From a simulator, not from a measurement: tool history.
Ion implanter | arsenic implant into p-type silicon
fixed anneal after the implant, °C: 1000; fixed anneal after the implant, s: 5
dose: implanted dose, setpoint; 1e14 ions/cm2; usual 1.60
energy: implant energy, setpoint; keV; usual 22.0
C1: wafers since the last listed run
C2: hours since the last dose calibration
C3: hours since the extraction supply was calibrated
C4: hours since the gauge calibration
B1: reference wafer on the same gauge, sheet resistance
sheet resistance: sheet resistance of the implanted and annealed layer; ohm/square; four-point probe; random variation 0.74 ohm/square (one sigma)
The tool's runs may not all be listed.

{"run": 1, "hour": 0.0, "dose": 1.6, "energy": 22.0, "C1": 0, "C2": 860.2, "C3": 3689.9, "C4": 607.9, "B1": 502.28, "sheet resistance": 490.37}
{"run": 2, "hour": 32.5, "dose": 1.6, "energy": 22.0, "C1": 1195, "C2": 892.7, "C3": 3722.4, "C4": 640.4, "B1": 502.0, "sheet resistance": 490.9}
{"run": 3, "hour": 89.1, "dose": 1.6, "energy": 22.0, "C1": 2081, "C2": 949.3, "C3": 3779.0, "C4": 697.0, "B1": 501.99, "sheet resistance": 489.3}
{"run": 4, "hour": 160.2, "dose": 1.6, "energy": 22.0, "C1": 2614, "C2": 1020.4, "C3": 3850.1, "C4": 768.1, "B1": 502.07, "sheet resistance": 490.16}
{"run": 5, "hour": 189.3, "dose": 1.6, "energy": 18.5, "C1": 1070, "C2": 1049.5, "C3": 3879.2, "C4": 797.2, "B1": 502.13, "sheet resistance": 503.07}
{"run": 6, "hour": 235.9, "dose": 1.6, "energy": 22.0, "C1": 1713, "C2": 1096.1, "C3": 3925.8, "C4": 843.8, "B1": 502.18, "sheet resistance": 489.36}
{"run": 7, "hour": 282.8, "dose": 1.6, "energy": 22.0, "C1": 1724, "C2": 1143.0, "C3": 3972.7, "C4": 890.7, "B1": 502.14, "sheet resistance": 489.03}
{"run": 8, "hour": 337.1, "dose": 1.6, "energy": 22.0, "C1": 1997, "C2": 1197.3, "C3": 4027.0, "C4": 945.0, "B1": 502.27, "sheet resistance": 489.17}
{"run": 9, "hour": 377.0, "dose": 1.6, "energy": 22.0, "C1": 1467, "C2": 1237.2, "C3": 4066.9, "C4": 984.9, "B1": 501.87, "sheet resistance": 488.43}
{"run": 10, "hour": 402.6, "dose": 1.6, "energy": 22.0, "C1": 941, "C2": 1262.8, "C3": 4092.5, "C4": 1010.5, "B1": 502.07, "sheet resistance": 487.96}
{"run": 11, "hour": 470.0, "dose": 1.6, "energy": 22.0, "C1": 2478, "C2": 1330.2, "C3": 4159.9, "C4": 1077.9, "B1": 502.3, "sheet resistance": 487.56}
{"run": 12, "hour": 508.1, "dose": 1.6, "energy": 22.0, "C1": 1401, "C2": 1368.3, "C3": 4198.0, "C4": 1116.0, "B1": 501.99, "sheet resistance": 486.68}
{"run": 13, "hour": 532.7, "dose": 1.99, "energy": 24.5, "C1": 904, "C2": 1392.9, "C3": 4222.6, "C4": 1140.6, "B1": 502.01, "sheet resistance": 409.45}
{"run": 14, "hour": 581.1, "dose": 1.21, "energy": 18.0, "C1": 1780, "C2": 1441.3, "C3": 4271.0, "C4": 1189.0, "B1": 502.02, "sheet resistance": 614.01}
{"run": 15, "hour": 635.5, "dose": 1.6, "energy": 22.0, "C1": 2000, "C2": 1495.7, "C3": 4325.4, "C4": 1243.4, "B1": 501.8, "sheet resistance": 487.21}
{"run": 16, "hour": 679.8, "dose": 1.96, "energy": 24.5, "C1": 1629, "C2": 1540.0, "C3": 4369.7, "C4": 1287.7, "B1": 502.12, "sheet resistance": 412.96}
{"run": 17, "hour": 738.8, "dose": 1.6, "energy": 22.0, "C1": 2169, "C2": 1599.0, "C3": 4428.7, "C4": 1346.7, "B1": 501.97, "sheet resistance": 486.36}
{"hour": 749.1, "done": "Faraday cup replaced and dose calibrated"}
{"hour": 784.8, "done": "gauge calibrated"}
{"run": 18, "hour": 889.8, "dose": 1.6, "energy": 22.0, "C1": 5259, "C2": 140.7, "C3": 4579.7, "C4": 105.0, "B1": 501.78, "sheet resistance": 495.82}
{"run": 19, "hour": 916.4, "dose": 1.22, "energy": 29.0, "C1": 978, "C2": 167.3, "C3": 4606.3, "C4": 131.6, "B1": 501.85, "sheet resistance": 572.22}
{"hour": 942.6, "done": "extraction supply calibrated"}
{"run": 20, "hour": 975.7, "dose": 1.6, "energy": 18.5, "C1": 1886, "C2": 226.6, "C3": 33.1, "C4": 190.9, "B1": 501.99, "sheet resistance": 509.01}
{"run": 21, "hour": 1038.2, "dose": 1.37, "energy": 22.0, "C1": 2298, "C2": 289.1, "C3": 95.6, "C4": 253.4, "B1": 502.2, "sheet resistance": 551.63}
{"run": 22, "hour": 1082.2, "dose": 1.6, "energy": 22.0, "C1": 1618, "C2": 333.1, "C3": 139.6, "C4": 297.4, "B1": 502.03, "sheet resistance": 496.62}
{"run": 23, "hour": 1118.6, "dose": 1.73, "energy": 22.0, "C1": 1338, "C2": 369.5, "C3": 176.0, "C4": 333.8, "B1": 502.05, "sheet resistance": 468.6}
{"run": 24, "hour": 1156.5, "dose": 2.07, "energy": 25.0, "C1": 1393, "C2": 407.4, "C3": 213.9, "C4": 371.7, "B1": 502.21, "sheet resistance": 402.9}
{"run": 25, "hour": 1194.3, "dose": 1.88, "energy": 22.0, "C1": 1390, "C2": 445.2, "C3": 251.7, "C4": 409.5, "B1": 502.0, "sheet resistance": 441.53}

4 ways to go on from here, each from the tool as it stands after run 25. What would each give?
{"run": "A", "hour": 1194.7, "dose": 1.6, "energy": 18.0, "C1": 14, "C2": 445.6, "C3": 252.1, "C4": 409.9, "B1": "?", "sheet resistance": "?"}
{"run": "B", "hour": 1194.7, "dose": 1.8, "energy": 19.0, "C1": 14, "C2": 445.6, "C3": 252.1, "C4": 409.9, "B1": "?", "sheet resistance": "?"}
{"run": "C", "hour": 1194.7, "dose": 1.26, "energy": 27.5, "C1": 14, "C2": 445.6, "C3": 252.1, "C4": 409.9, "B1": "?", "sheet resistance": "?"}
{"run": "D", "hour": 1194.7, "dose": 1.78, "energy": 19.5, "C1": 14, "C2": 445.6, "C3": 252.1, "C4": 409.9, "B1": "?", "sheet resistance": "?"}

run=A B1=502.10 sheet_resistance=511.05
run=B B1=502.10 sheet_resistance=465.34
run=C B1=502.10 sheet_resistance=565.25
run=D B1=502.10 sheet_resistance=467.30
Without the tool's hidden state the same runs would have given:
run=A sheet_resistance=510.54
run=B sheet_resistance=464.88
run=C sheet_resistance=564.71
run=D sheet_resistance=466.84
